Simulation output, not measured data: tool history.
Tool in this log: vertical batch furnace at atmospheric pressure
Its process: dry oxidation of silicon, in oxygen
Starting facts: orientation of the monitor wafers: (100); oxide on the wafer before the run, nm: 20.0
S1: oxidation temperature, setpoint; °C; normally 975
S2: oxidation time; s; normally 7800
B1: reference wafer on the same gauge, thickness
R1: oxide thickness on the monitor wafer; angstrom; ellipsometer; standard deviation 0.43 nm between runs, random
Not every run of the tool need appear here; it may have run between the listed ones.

run,day,S1,S2,B1,R1
1,0,975,5700,69.68,637.7
2,1.9,975,5700,69.67,638.2
3,3.662,975,5700,69.67,640.7
# day 5.904: gauge calibrated
4,6.488,975,7800,69.85,775.2
5,8.117,975,7800,69.69,765.7
6,9.254,975,7800,69.67,769.5
7,11.633,975,7800,69.74,770
8,13.288,975,7800,69.79,771.8
9,14.838,975,7800,69.67,769.2
10,17.008,965,6660,69.67,661.6
# day 19.221: thermocouples replaced and temperature profile calibrated
# day 20.083: boat lift adjusted
11,20.104,993,5520,69.66,702.8
12,21.183,992,6390,69.76,760.9
13,23.417,987,9930,69.85,978.9
# day 24.421: gauge calibrated
14,24.667,953,7800,69.7,671.1
15,26.504,975,7800,69.78,767.2
16,28.242,961,6300,69.79,623.8

Run 17 is up next; what results do you expect?
17,30.667,961,4200,?,?

B1: 69.69
R1: 500.4 angstrom
With no hidden state in the tool, this same run would have given R1 500.4 angstrom.
